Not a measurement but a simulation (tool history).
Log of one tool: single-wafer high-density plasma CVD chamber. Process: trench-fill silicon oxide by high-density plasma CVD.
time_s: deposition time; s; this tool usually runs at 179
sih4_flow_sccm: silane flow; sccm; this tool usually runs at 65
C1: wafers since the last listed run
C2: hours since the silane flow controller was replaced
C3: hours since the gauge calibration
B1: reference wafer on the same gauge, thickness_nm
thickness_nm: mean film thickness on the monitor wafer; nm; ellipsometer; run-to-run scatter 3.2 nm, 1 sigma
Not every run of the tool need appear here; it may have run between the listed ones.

{"run": 1, "hour": 0.0, "time_s": 179, "sih4_flow_sccm": 65, "C1": 0, "C2": 1399.6, "C3": 236.4, "B1": 1360.725, "thickness_nm": 1308.243}
{"run": 2, "hour": 12.6, "time_s": 179, "sih4_flow_sccm": 65, "C1": 105, "C2": 1412.2, "C3": 249, "B1": 1361.245, "thickness_nm": 1302.452}
{"run": 3, "hour": 29.7, "time_s": 179, "sih4_flow_sccm": 65, "C1": 143, "C2": 1429.3, "C3": 266.1, "B1": 1360, "thickness_nm": 1304.154}
{"run": 4, "hour": 44.4, "time_s": 179, "sih4_flow_sccm": 72, "C1": 123, "C2": 1444, "C3": 280.8, "B1": 1359.581, "thickness_nm": 1395.712}
{"run": 5, "hour": 59.0, "time_s": 179, "sih4_flow_sccm": 73, "C1": 122, "C2": 1458.6, "C3": 295.4, "B1": 1359.966, "thickness_nm": 1416.609}
{"run": 6, "hour": 67.3, "time_s": 179, "sih4_flow_sccm": 73, "C1": 69, "C2": 1466.9, "C3": 303.7, "B1": 1360.207, "thickness_nm": 1416.366}
{"run": 7, "hour": 75.3, "time_s": 179, "sih4_flow_sccm": 65, "C1": 67, "C2": 1474.9, "C3": 311.7, "B1": 1359.071, "thickness_nm": 1302.811}
{"hour": 79.1, "done": "gauge calibrated"}
{"run": 8, "hour": 83.5, "time_s": 179, "sih4_flow_sccm": 55, "C1": 68, "C2": 1483.1, "C3": 4.4, "B1": 1360.085, "thickness_nm": 1163.614}
{"run": 9, "hour": 101.4, "time_s": 179, "sih4_flow_sccm": 61, "C1": 150, "C2": 1501, "C3": 22.3, "B1": 1360.255, "thickness_nm": 1246.155}
{"run": 10, "hour": 115.3, "time_s": 179, "sih4_flow_sccm": 61, "C1": 116, "C2": 1514.9, "C3": 36.2, "B1": 1359.087, "thickness_nm": 1247.726}
{"run": 11, "hour": 132.8, "time_s": 179, "sih4_flow_sccm": 61, "C1": 146, "C2": 1532.4, "C3": 53.7, "B1": 1360.134, "thickness_nm": 1246.555}
{"run": 12, "hour": 142.2, "time_s": 179, "sih4_flow_sccm": 65, "C1": 78, "C2": 1541.8, "C3": 63.1, "B1": 1360.343, "thickness_nm": 1301.407}
{"run": 13, "hour": 157.7, "time_s": 179, "sih4_flow_sccm": 65, "C1": 130, "C2": 1557.3, "C3": 78.6, "B1": 1360.182, "thickness_nm": 1301.327}
{"run": 14, "hour": 165.3, "time_s": 195, "sih4_flow_sccm": 65, "C1": 63, "C2": 1564.9, "C3": 86.2, "B1": 1359.963, "thickness_nm": 1418.456}
{"run": 15, "hour": 177.3, "time_s": 195, "sih4_flow_sccm": 65, "C1": 100, "C2": 1576.9, "C3": 98.2, "B1": 1360.188, "thickness_nm": 1418.332}
{"run": 16, "hour": 192.5, "time_s": 188, "sih4_flow_sccm": 65, "C1": 127, "C2": 1592.1, "C3": 113.4, "B1": 1359.315, "thickness_nm": 1364.735}
{"run": 17, "hour": 208.7, "time_s": 188, "sih4_flow_sccm": 65, "C1": 135, "C2": 1608.3, "C3": 129.6, "B1": 1360.34, "thickness_nm": 1365.299}
{"run": 18, "hour": 226.1, "time_s": 188, "sih4_flow_sccm": 65, "C1": 145, "C2": 1625.7, "C3": 147, "B1": 1360.097, "thickness_nm": 1367.763}
{"run": 19, "hour": 235.7, "time_s": 165, "sih4_flow_sccm": 60, "C1": 80, "C2": 1635.3, "C3": 156.6, "B1": 1360.27, "thickness_nm": 1134.214}
{"run": 20, "hour": 243.8, "time_s": 154, "sih4_flow_sccm": 71, "C1": 67, "C2": 1643.4, "C3": 164.7, "B1": 1360.588, "thickness_nm": 1193.056}
{"run": 21, "hour": 252.7, "time_s": 179, "sih4_flow_sccm": 74, "C1": 74, "C2": 1652.3, "C3": 173.6, "B1": 1360.537, "thickness_nm": 1425.411}
{"run": 22, "hour": 301.6, "time_s": 179, "sih4_flow_sccm": 60, "C1": 410, "C2": 1701.2, "C3": 222.5, "B1": 1359.326, "thickness_nm": 1228.657}
{"run": 23, "hour": 314.7, "time_s": 200, "sih4_flow_sccm": 65, "C1": 109, "C2": 1714.3, "C3": 235.6, "B1": 1359.564, "thickness_nm": 1451.182}
{"run": 24, "hour": 321.1, "time_s": 201, "sih4_flow_sccm": 54, "C1": 53, "C2": 1720.7, "C3": 242, "B1": 1360.034, "thickness_nm": 1285.351}
{"run": 25, "hour": 332.3, "time_s": 179, "sih4_flow_sccm": 65, "C1": 93, "C2": 1731.9, "C3": 253.2, "B1": 1360.197, "thickness_nm": 1295.697}
{"run": 26, "hour": 343.5, "time_s": 179, "sih4_flow_sccm": 65, "C1": 93, "C2": 1743.1, "C3": 264.4, "B1": 1360.107, "thickness_nm": 1304.253}
{"hour": 346.0, "done": "gauge calibrated"}
{"run": 27, "hour": 359.6, "time_s": 144, "sih4_flow_sccm": 77, "C1": 135, "C2": 1759.2, "C3": 13.6, "B1": 1360.143, "thickness_nm": 1184.098}
{"run": 28, "hour": 370.9, "time_s": 179, "sih4_flow_sccm": 54, "C1": 94, "C2": 1770.5, "C3": 24.9, "B1": 1361.323, "thickness_nm": 1145.7}
{"run": 29, "hour": 379.2, "time_s": 199, "sih4_flow_sccm": 75, "C1": 69, "C2": 1778.8, "C3": 33.2, "B1": 1359.858, "thickness_nm": 1605.971}
{"run": 30, "hour": 396.0, "time_s": 149, "sih4_flow_sccm": 56, "C1": 140, "C2": 1795.6, "C3": 50, "B1": 1360.98, "thickness_nm": 972.734}
{"run": 31, "hour": 408.5, "time_s": 214, "sih4_flow_sccm": 57, "C1": 104, "C2": 1808.1, "C3": 62.5, "B1": 1359.583, "thickness_nm": 1418.389}
{"hour": 422.7, "done": "silane flow controller replaced"}
{"run": 32, "hour": 423.2, "time_s": 148, "sih4_flow_sccm": 65, "C1": 56, "C2": 0.5, "C3": 77.2, "B1": 1360.381, "thickness_nm": 1120.909}

Run 33, settings as shown, results not yet in. Your forecast:
{"run": 33, "hour": 431.0, "time_s": 189, "sih4_flow_sccm": 61, "C1": 65, "C2": 8.3, "C3": 85, "B1": "?", "thickness_nm": "?"}

B1: 1360.709
thickness_nm: 1364.75 nm
Were there no unlogged condition in the tool, this run, its random variation unchanged, would have produced thickness_nm 1359.892 nm.
